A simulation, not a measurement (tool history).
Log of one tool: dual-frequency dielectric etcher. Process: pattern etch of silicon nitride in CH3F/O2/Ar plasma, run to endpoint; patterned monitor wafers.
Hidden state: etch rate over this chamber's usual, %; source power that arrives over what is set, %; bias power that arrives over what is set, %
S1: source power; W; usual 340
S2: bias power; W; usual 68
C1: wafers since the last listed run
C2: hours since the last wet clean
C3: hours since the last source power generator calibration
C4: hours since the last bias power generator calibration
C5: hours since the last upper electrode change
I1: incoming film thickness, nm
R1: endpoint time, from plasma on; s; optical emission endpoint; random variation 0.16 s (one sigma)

| run | hour | S1 | S2 | C1 | C2 | C3 | C4 | C5 | I1 | R1 |
|---|---|---|---|---|---|---|---|---|---|---|
| 1 | 0.0 | 290 | 68 | 0 | 125.1 | 2100.0 | 1455.7 | 4146.3 | 34.07 | 58.4 |
| 2 | 27.8 | 290 | 68 | 255 | 152.9 | 2127.8 | 1483.5 | 4174.1 | 34.31 | 58.6 |
| 3 | 58.5 | 290 | 68 | 282 | 183.6 | 2158.5 | 1514.2 | 4204.8 | 33.81 | 57.9 |
| 4 | 79.3 | 390 | 68 | 191 | 204.4 | 2179.3 | 1535.0 | 4225.6 | 34.24 | 51.0 |
| 5 | 99.1 | 390 | 68 | 182 | 224.2 | 2199.1 | 1554.8 | 4245.4 | 34.56 | 50.8 |
| 6 | 123.5 | 340 | 63 | 224 | 248.6 | 2223.5 | 1579.2 | 4269.8 | 34.09 | 54.4 |
| 7 | 151.5 | 340 | 63 | 257 | 276.6 | 2251.5 | 1607.2 | 4297.8 | 34.20 | 54.3 |
| 8 | 185.3 | 340 | 63 | 310 | 310.4 | 2285.3 | 1641.0 | 4331.6 | 34.09 | 54.0 |
| 9 | 211.7 | 400 | 68 | 242 | 336.8 | 2311.7 | 1667.4 | 4358.0 | 34.43 | 50.1 |
| 10 | 241.4 | 400 | 68 | 273 | 366.5 | 2341.4 | 1697.1 | 4387.7 | 34.31 | 49.6 |
| 11 | 254.5 | 340 | 54 | 120 | 379.6 | 2354.5 | 1710.2 | 4400.8 | 34.07 | 55.1 |
|  | 325.8 | wet clean of the chamber |
|  | 340.3 | source power generator calibrated |
| 12 | 349.4 | 340 | 54 | 615 | 23.6 | 9.1 | 1805.1 | 4495.7 | 34.24 | 57.4 |
| 13 | 382.8 | 340 | 54 | 307 | 57.0 | 42.5 | 1838.5 | 4529.1 | 34.10 | 56.8 |
| 14 | 410.3 | 340 | 68 | 252 | 84.5 | 70.0 | 1866.0 | 4556.6 | 34.16 | 54.5 |
|  | 438.7 | upper electrode replaced |
| 15 | 441.0 | 400 | 58 | 61 | 115.2 | 100.7 | 1896.7 | 2.3 | 34.35 | 52.2 |
| 16 | 460.7 | 320 | 74 | 181 | 134.9 | 120.4 | 1916.4 | 22.0 | 34.22 | 55.1 |
|  | 468.9 | bias power generator calibrated |
| 17 | 494.7 | 340 | 68 | 275 | 168.9 | 154.4 | 25.8 | 56.0 | 34.47 | 54.5 |
| 18 | 527.6 | 420 | 59 | 302 | 201.8 | 187.3 | 58.7 | 88.9 | 34.50 | 50.7 |
| 19 | 550.4 | 340 | 68 | 209 | 224.6 | 210.1 | 81.5 | 111.7 | 34.17 | 54.1 |
| 20 | 580.9 | 380 | 68 | 280 | 255.1 | 240.6 | 112.0 | 142.2 | 34.04 | 50.9 |
| 21 | 594.9 | 270 | 78 | 128 | 269.1 | 254.6 | 126.0 | 156.2 | 34.08 | 58.2 |
| 22 | 621.9 | 340 | 64 | 248 | 296.1 | 281.6 | 153.0 | 183.2 | 34.05 | 54.0 |
| 23 | 644.3 | 340 | 61 | 206 | 318.5 | 304.0 | 175.4 | 205.6 | 34.37 | 54.4 |
| 24 | 662.6 | 270 | 82 | 168 | 336.8 | 322.3 | 193.7 | 223.9 | 34.31 | 57.5 |
| 25 | 694.2 | 420 | 82 | 290 | 368.4 | 353.9 | 225.3 | 255.5 | 33.97 | 46.1 |
| 26 | 706.7 | 340 | 52 | 114 | 380.9 | 366.4 | 237.8 | 268.0 | 34.14 | 55.5 |
| 27 | 739.7 | 340 | 62 | 303 | 413.9 | 399.4 | 270.8 | 301.0 | 34.43 | 54.4 |
|  | 765.1 | wet clean of the chamber |
| 28 | 770.3 | 340 | 68 | 60 | 5.2 | 430.0 | 301.4 | 331.6 | 34.22 | 54.7 |
| 29 | 797.8 | 380 | 68 | 252 | 32.7 | 457.5 | 328.9 | 359.1 | 34.32 | 52.3 |

Forecast each of these 5 alternatives for the next run:
| A | 798.2 | 320 | 68 | 3 | 33.1 | 457.9 | 329.3 | 359.5 | 34.19 | ? |
| B | 798.2 | 380 | 81 | 3 | 33.1 | 457.9 | 329.3 | 359.5 | 34.19 | ? |
| C | 798.2 | 380 | 84 | 3 | 33.1 | 457.9 | 329.3 | 359.5 | 34.19 | ? |
| D | 798.2 | 390 | 57 | 3 | 33.1 | 457.9 | 329.3 | 359.5 | 34.19 | ? |
| E | 798.2 | 370 | 62 | 3 | 33.1 | 457.9 | 329.3 | 359.5 | 34.19 | ? |

| run | R1 |
|---|---|
| A | 56.5 |
| B | 50.5 |
| C | 50.2 |
| D | 53.0 |
| E | 53.6 |
Without the tool's hidden state the same runs would have given:
| run | R1 |
|---|---|
| A | 56.6 |
| B | 50.7 |
| C | 50.3 |
| D | 53.2 |
| E | 53.7 |
